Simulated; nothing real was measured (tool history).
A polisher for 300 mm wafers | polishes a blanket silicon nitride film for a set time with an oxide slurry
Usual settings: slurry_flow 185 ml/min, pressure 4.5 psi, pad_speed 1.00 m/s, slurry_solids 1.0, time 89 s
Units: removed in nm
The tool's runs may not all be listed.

run,hour,slurry_flow,pressure,pad_speed,slurry_solids,time,wafers since the last listed run,wafers polished on this pad,hours since the slurry nozzle was cleaned,hours since the head pressure was calibrated,hours since the slurry blender was calibrated,hours since the conditioning disc was replaced,"incoming thickness of the incoming film, nm",removed
1,0.0,185,4.5,1.00,1.0,89,0,249,456.3,440.4,273.1,215.9,244.2,74.6
2,39.0,185,4.5,1.00,1.0,89,355,605,495.3,479.4,312.1,254.9,240.0,73.4
3,76.4,185,4.5,1.00,1.0,89,341,946,532.7,516.8,349.5,292.3,242.8,71.3
# hour 97.0: worn pad replaced by a new one
# hour 100.0: slurry blender recalibrated
4,145.3,185,4.5,1.00,1.0,89,573,422,601.6,585.7,45.3,361.2,238.6,76.4
5,190.8,185,4.5,1.24,1.0,89,415,838,647.1,631.2,90.8,406.7,238.3,88.1
# hour 208.7: head pressure recalibrated
# hour 225.9: worn pad replaced by a new one
# hour 229.2: slurry nozzle cleaned
6,251.6,185,4.5,1.24,1.0,89,490,225,22.4,42.9,151.6,467.5,241.7,86.8
7,279.6,185,4.5,1.24,1.0,89,255,480,50.4,70.9,179.6,495.5,243.3,88.0
8,306.4,130,4.5,1.00,1.0,89,244,725,77.2,97.7,206.4,522.3,240.0,72.4
9,335.2,185,4.5,1.00,0.8,89,262,988,106.0,126.5,235.2,551.1,243.9,69.8
# hour 345.5: worn pad replaced by a new one
10,396.3,160,6.1,1.10,1.0,77,521,463,167.1,187.6,296.3,612.2,235.8,84.5
# hour 403.5: slurry blender recalibrated
# hour 416.0: conditioning disc replaced and pad reconditioned
11,429.9,185,4.5,1.12,1.0,72,270,733,200.7,221.2,26.4,13.9,242.4,67.4
# hour 460.2: worn pad replaced by a new one
12,480.7,185,4.5,1.24,1.0,89,427,187,251.5,272.0,77.2,64.7,236.4,89.6
13,523.8,125,4.5,1.00,1.0,113,393,580,294.6,315.1,120.3,107.8,242.9,92.2
# hour 569.0: worn pad replaced by a new one
14,580.1,125,4.5,0.74,0.9,105,477,101,350.9,371.4,176.6,164.1,242.4,69.1
15,627.4,185,4.5,1.00,1.0,89,431,533,398.2,418.7,223.9,211.4,240.5,74.9

Hidden state at the last listed run before each entry between runs and at the first one after, where it differs:
Between runs 3 and 4: worn pad replaced by a new one (hour 97.0); slurry blender recalibrated (hour 100.0)
  abrasive missing from the slurry, %: 19.6 -> 2.82
  measured less the result without the state, removed: -6.0 -> -0.8 nm
Between runs 5 and 6: head pressure recalibrated (hour 208.7); worn pad replaced by a new one (hour 225.9); slurry nozzle cleaned (hour 229.2)
  abrasive missing from the slurry, %: 3.8 -> 6.15
  measured less the result without the state, removed: -1.2 -> -2.1 nm
Between runs 9 and 10: worn pad replaced by a new one (hour 345.5)
  abrasive missing from the slurry, %: 11.3 -> 16.4
  measured less the result without the state, removed: -3.4 -> -5.8 nm
Between runs 10 and 11: slurry blender recalibrated (hour 403.5); conditioning disc replaced and pad reconditioned (hour 416.0)
  abrasive missing from the slurry, %: 16.4 -> 1.53
  measured less the result without the state, removed: -5.8 -> -0.4 nm
Between runs 11 and 12: worn pad replaced by a new one (hour 460.2)
  abrasive missing from the slurry, %: 1.53 -> 2.37
  measured less the result without the state, removed: -0.4 -> -0.8 nm
Between runs 13 and 14: worn pad replaced by a new one (hour 569.0)
  abrasive missing from the slurry, %: 3.72 -> 6.37
  measured less the result without the state, removed: -1.3 -> -1.8 nm
